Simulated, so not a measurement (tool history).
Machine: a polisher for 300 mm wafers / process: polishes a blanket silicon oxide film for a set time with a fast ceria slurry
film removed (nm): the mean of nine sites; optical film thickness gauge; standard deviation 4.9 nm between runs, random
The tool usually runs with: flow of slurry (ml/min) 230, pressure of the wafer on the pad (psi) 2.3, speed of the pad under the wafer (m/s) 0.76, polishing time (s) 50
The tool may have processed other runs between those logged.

run	hour	flow of slurry (ml/min)	pressure of the wafer on the pad (psi)	speed of the pad under the wafer (m/s)	polishing time (s)	wafers since the last listed run	wafers polished on this pad	hours since the slurry nozzle was cleaned	hours since the head pressure was calibrated	incoming thickness of the incoming film, nm	film removed (nm)
1	0	230	2.3	0.76	50	0	440	59.8	452.1	3189.8	384.3
2	42.2	230	2.3	0.76	50	514	954	102	494.3	3242.5	388.4
3	86.6	230	2.3	0.76	50	540	1495	146.4	538.7	3174.1	376.9
# hour 100.2: worn pad replaced by a new one, of another model than before
4	103.9	230	2.3	0.76	50	162	44	163.7	556	3165.3	412
5	112.5	230	2.3	0.76	50	104	149	172.3	564.6	3195.4	405.3
6	129.3	230	2.3	0.76	50	204	354	189.1	581.4	3184	408
# hour 131.9: head pressure recalibrated
7	138.4	230	1.8	0.76	45	86	440	198.2	6.5	3222.7	349.9
8	149.4	230	2.3	0.76	50	134	574	209.2	17.5	3217.2	431.1
9	160.9	230	2.3	0.76	50	140	714	220.7	29	3186.8	429.7
10	170	230	2.3	0.76	50	110	825	229.8	38.1	3211.6	421.4
11	182.1	230	1.9	0.76	42	147	972	241.9	50.2	3192.7	326.7
12	195.2	230	2.3	0.76	45	159	1132	255	63.3	3179.8	372.8
# hour 213.8: slurry nozzle cleaned
# hour 214.5: worn pad replaced by a new one
13	218.6	230	2.3	0.76	45	264	50	4.8	86.7	3182.6	371.9
14	255.3	230	2.3	0.76	45	447	497	41.5	123.4	3196.8	371
15	263.4	230	2.7	1	50	98	596	49.6	131.5	3177.2	535.8
16	278.2	230	1.8	0.64	59	180	776	64.4	146.3	3214.9	383.1
17	284.7	230	2.7	0.66	50	79	855	70.9	152.8	3236.3	413.3
18	291.6	230	2.3	0.76	50	84	939	77.8	159.7	3226.1	418.3
19	306.3	230	2.3	0.76	50	179	1118	92.5	174.4	3185.3	410.4
20	320.3	165	2.8	0.76	50	170	1289	106.5	188.4	3186.4	394.5
# hour 340.6: worn pad replaced by a new one
21	341.1	305	2	1	50	204	5	127.3	209.2	3182.3	485.7
22	349.5	230	2.8	0.76	50	102	107	135.7	217.6	3159.3	462.5
23	365.4	230	2.3	0.76	50	193	301	151.6	233.5	3154.7	408.3
24	372.5	195	2.3	0.96	50	86	388	158.7	240.6	3158	455.5
25	388.9	230	2.3	0.9	50	199	587	175.1	257	3215.3	455.4
26	406.6	230	2.3	0.76	50	215	803	192.8	274.7	3229.1	416.4
27	417.3	230	2.3	0.76	50	130	933	203.5	285.4	3198.9	404.3
28	426.3	230	2.3	0.94	50	109	1043	212.5	294.4	3151.8	478
29	435.6	230	1.9	0.76	42	113	1156	221.8	303.7	3189.4	311.2
30	444.1	230	1.9	0.56	35	103	1260	230.3	312.2	3174.2	216.5
31	456.4	205	2.6	0.54	50	149	1410	242.6	324.5	3191.1	340
# hour 457.8: slurry nozzle cleaned
# hour 475.3: worn pad replaced by a new one
32	475.8	230	2.3	0.76	50	175	6	18	343.9	3145	400.8
33	486.9	230	2.3	0.76	50	135	141	29.1	355	3226.6	403.5
34	527	230	2.3	0.76	50	488	629	69.2	395.1	3198.2	404.2
35	535.8	270	2.3	0.76	50	107	736	78	403.9	3174.8	416.3
36	542.3	250	2.3	0.76	34	79	816	84.5	410.4	3150.5	278.3

Entry by entry between the runs, the difference in hidden state between the last listed run before and the first listed run after:
Runs 3 to 4: worn pad replaced by a new one, of another model than before (hour 100.2)
  no hidden state differs between the two runs
  what was measured, less what the result would be without the hidden state, film removed (nm): -49.3 -> -26.1
Runs 6 to 7: head pressure recalibrated (hour 131.9)
  deviation of the head's pressure from its setpoint, %: -11.7 -> -1.87
  what was measured, less what the result would be without the hidden state, film removed (nm): -26.1 -> -3.4
Runs 12 to 13: slurry nozzle cleaned (hour 213.8); worn pad replaced by a new one (hour 214.5)
  deviation of the head's pressure from its setpoint, %: -5.2 -> -6.29
  what was measured, less what the result would be without the hidden state, film removed (nm): -10.2 -> -12.5
Runs 20 to 21: worn pad replaced by a new one (hour 340.6)
  deviation of the head's pressure from its setpoint, %: -9.67 -> -10.2
  what was measured, less what the result would be without the hidden state, film removed (nm): -20.7 -> -26.8
Runs 31 to 32: slurry nozzle cleaned (hour 457.8); worn pad replaced by a new one (hour 475.3)
  deviation of the head's pressure from its setpoint, %: -12 -> -12.2
  what was measured, less what the result would be without the hidden state, film removed (nm): -22.4 -> -26.9
